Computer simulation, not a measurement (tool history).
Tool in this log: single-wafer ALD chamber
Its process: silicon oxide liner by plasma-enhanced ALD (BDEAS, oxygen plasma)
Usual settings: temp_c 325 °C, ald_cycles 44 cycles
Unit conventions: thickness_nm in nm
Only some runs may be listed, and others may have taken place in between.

run,hour,temp_c,ald_cycles,wafers since the last listed run,hours since the last thermocouple change,hours since the gauge calibration,"read-back reference wafer on the same gauge, thickness_nm",thickness_nm
1,0,325,44,0,1870.5,231.9,4.448,3.98
2,16.8,325,44,154,1887.3,248.7,4.443,3.984
# hour 38.6: gauge calibrated
3,48.4,325,44,290,1918.9,9.8,4.481,4.003
4,82.2,325,46,310,1952.7,43.6,4.469,4.17
5,115.3,333,38,304,1985.8,76.7,4.457,3.41
6,149,315,44,309,2019.5,110.4,4.452,4.046
7,165.8,325,44,154,2036.3,127.2,4.45,3.996
8,180,325,44,130,2050.5,141.4,4.448,3.969
9,208.5,321,49,262,2079,169.9,4.449,4.453
# hour 242: thermocouple changed; heater temperature recalibrated
10,245.7,334,52,268,3.7,207.1,4.446,4.619
11,279.8,332,44,313,37.8,241.2,4.442,3.927
# hour 300.7: gauge calibrated
12,302.3,321,49,206,60.3,1.6,4.475,4.487
13,324.5,325,39,204,82.5,23.8,4.468,3.529

Predict the results of run 14:
14,346,317,41,197,104,45.3,?,?

Run 14 measured read-back reference wafer on the same gauge, thickness_nm 4.456, thickness_nm 3.755 nm.
With no hidden state in the tool, this same run would have given thickness_nm 3.775 nm.
